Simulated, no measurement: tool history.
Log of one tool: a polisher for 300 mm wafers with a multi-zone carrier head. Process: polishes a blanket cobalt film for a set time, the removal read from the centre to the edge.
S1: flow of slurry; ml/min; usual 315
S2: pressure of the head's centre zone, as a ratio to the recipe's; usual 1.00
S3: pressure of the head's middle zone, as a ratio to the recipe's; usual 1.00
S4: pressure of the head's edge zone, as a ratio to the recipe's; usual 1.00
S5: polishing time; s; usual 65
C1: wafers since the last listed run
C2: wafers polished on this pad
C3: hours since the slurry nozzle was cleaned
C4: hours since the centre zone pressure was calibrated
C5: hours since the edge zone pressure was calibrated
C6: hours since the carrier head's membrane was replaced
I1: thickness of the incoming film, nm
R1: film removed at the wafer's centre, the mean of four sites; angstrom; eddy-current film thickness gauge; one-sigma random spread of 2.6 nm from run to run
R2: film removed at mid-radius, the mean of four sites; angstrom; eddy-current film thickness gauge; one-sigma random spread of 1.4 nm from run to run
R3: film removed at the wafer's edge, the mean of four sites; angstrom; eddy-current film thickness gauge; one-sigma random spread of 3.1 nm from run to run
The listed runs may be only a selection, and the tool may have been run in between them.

run   hour   S1    S2    S3    S4  S5   C1   C2     C3      C4     C5     C6     I1    R1    R2    R3
  1    0.0  315  1.00  1.00  1.00  65    0  631  307.9  1066.8  845.1  423.7  932.1  2179  2101  2128
  2   11.6  315  1.00  1.00  1.00  65   87  719  319.5  1078.4  856.7  435.3  959.2  2197  2063  2151
  3   27.9  315  1.00  1.00  1.00  65  123  843  335.8  1094.7  873.0  451.6  950.0  2174  2034  2117
      33.5  -- worn pad replaced by a new one
  4   44.2  315  1.00  1.00  1.00  65   93   80  352.1  1111.0  889.3  467.9  934.0  2329  2215  2307
  5   53.4  315  1.00  1.06  1.05  65   69  150  361.3  1120.2  898.5  477.1  940.5  2288  2324  2335
  6  104.2  315  1.00  1.00  1.00  58  384  534  412.1  1171.0  949.3  527.9  933.9  1992  1891  1937
     106.3  -- edge zone pressure recalibrated
     116.6  -- centre zone pressure recalibrated
  7  119.1  315  1.00  1.00  1.00  58   82  616  427.0     2.5   12.8  542.8  953.2  1953  1862  1988
  8  136.4  315  1.00  1.00  1.00  58  130  747  444.3    19.8   30.1  560.1  960.2  1943  1852  1975
     145.1  -- carrier head's membrane replaced by a new one
  9  149.9  350  1.00  1.00  1.00  65   64  812  457.8    33.3   43.6    4.8  940.9  2180  2073  2172
     154.2  -- worn pad replaced by a new one
 10  156.7  220  1.04  1.00  1.03  77   21   19  464.6    40.1   50.4   11.6  957.8  2488  2273  2383
 11  166.3  315  1.00  1.00  1.00  65   72   91  474.2    49.7   60.0   21.2  957.3  2033  1955  2034
 12  181.8  315  0.88  1.00  0.94  65  117  209  489.7    65.2   75.5   36.7  965.3  1778  1915  1951
     189.9  -- slurry nozzle cleaned
 13  198.6  355  1.05  0.88  1.00  44  119  328    8.7    82.0   92.3   53.5  957.4  1423  1165  1360
 14  206.0  315  1.00  0.96  1.07  65   55  384   16.1    89.4   99.7   60.9  940.6  2003  1819  2028
     216.3  -- worn pad replaced by a new one, repeated, since the last time left the tool worse
 15  220.9  315  1.00  0.96  1.07  65   82   34   31.0   104.3  114.6   75.8  945.9  2323  2137  2398

The next listed run, before its measurement:
 16  233.7  315  1.00  1.00  1.00  65  96  131  43.8  117.1  127.4  88.6  954.1   ?   ?   ?

{"run 16": {"R1": 2287, "R2": 2209, "R3": 2331}}
Had the tool carried no hidden state, the very same run would have given R1 2332 angstrom, R2 2252 angstrom, R3 2377 angstrom.
